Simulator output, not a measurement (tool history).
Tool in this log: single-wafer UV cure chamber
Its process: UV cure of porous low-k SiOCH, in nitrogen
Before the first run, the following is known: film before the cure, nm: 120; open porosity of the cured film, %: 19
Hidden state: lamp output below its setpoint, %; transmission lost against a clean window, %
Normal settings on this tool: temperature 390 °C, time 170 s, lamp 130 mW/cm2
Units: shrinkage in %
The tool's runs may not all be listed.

run   hour  temperature  time  lamp  wafers since the last listed run  hours since the UV bulbs were replaced  wafers since the quartz window was cleaned  shrinkage
  1      0          390   250   130                                 0                                  1825.7                                        1609     10.418
        10  -- quartz window cleaned
  2   34.9          390   250   130                               252                                  1860.6                                         233      11.83
  3   49.4          390   250   130                               136                                  1875.1                                         369     11.386
  4   73.8          390   170   130                               228                                  1899.5                                         598      9.398
  5  105.8          390   170   130                               300                                  1931.5                                         898      9.256
  6    121          390   130   151                               142                                  1946.7                                        1040      8.904
  7  155.9          403   170   141                               327                                  1981.6                                        1368      9.643
  8  187.5          403   170   141                               296                                  2013.2                                        1664      9.479
     196.6  -- quartz window cleaned
  9  202.3          403   170   141                                63                                    2028                                          53     10.384
 10  226.9          390   220   142                               230                                  2052.6                                         283     11.086
 11  248.7          390   220   142                               204                                  2074.4                                         488     11.131
 12  279.6          390   170   130                               289                                  2105.3                                         778      9.262
 13  312.9          390   170   130                               312                                  2138.6                                        1090      9.131
 14  335.9          390   170   130                               215                                  2161.6                                        1306      9.142
     414.2  -- quartz window cleaned
 15  427.9          390   170   130                               787                                  2253.6                                         128      9.911
 16  452.8          390   235   144                               233                                  2278.5                                         361      11.14
 17  472.9          403   130    90                               188                                  2298.6                                         550        7.1
 18  496.9          390   230   108                               225                                  2322.6                                         775      9.716
 19  509.9          400   170   130                               121                                  2335.6                                         897      9.263
 20    528          390   270   154                               169                                  2353.7                                        1067     12.217
 21  558.8          399   120   103                               288                                  2384.5                                        1355      6.822
 22  594.4          403   135   169                               333                                  2420.1                                        1689      9.463
     622.7  -- quartz window cleaned
 23  623.2          409   120   130                               195                                  2448.9                                           4      8.736
     645.3  -- UV bulbs replaced
 24  661.4          390   170   165                               283                                    16.1                                         287     12.159
 25  692.7          374   230    96                               293                                    47.4                                         581     11.031
 26  751.6          374   200   109                               552                                   106.3                                        1133     10.406
 27  781.9          390   265    96                               284                                   136.6                                        1417     11.255
     832.6  -- quartz window cleaned
 28  835.1          390   170   142                               423                                   189.8                                          23     11.901
 29  863.9          376   255   115                               270                                   218.6                                         293     12.088
 30  896.6          390   170    99                               306                                   251.3                                         600       9.36
 31  908.8          390   170   130                               114                                   263.5                                         715     10.615
 32  932.6          376   255   115                               223                                   287.3                                         938     11.523
 33  965.4          390   170   130                               307                                   320.1                                        1246     10.413

Branching from run 33: 5 alternative next runs. What would each branch give?
  A  965.8          390   170   130                                 3                                   320.5                                        1249          ?
  B  965.8          404   170   164                                 3                                   320.5                                        1249          ?
  C  965.8          382   170   110                                 3                                   320.5                                        1249          ?
  D  965.8          390   235   130                                 3                                   320.5                                        1249          ?
  E  965.8          398   110   141                                 3                                   320.5                                        1249          ?

run  shrinkage
  A     10.099
  B      11.34
  C      9.263
  D     11.504
  E      8.754
With no hidden state in the tool, these same runs would have given:
run  shrinkage
  A     11.727
  B      13.02
  C     10.851
  D      13.19
  E     10.318
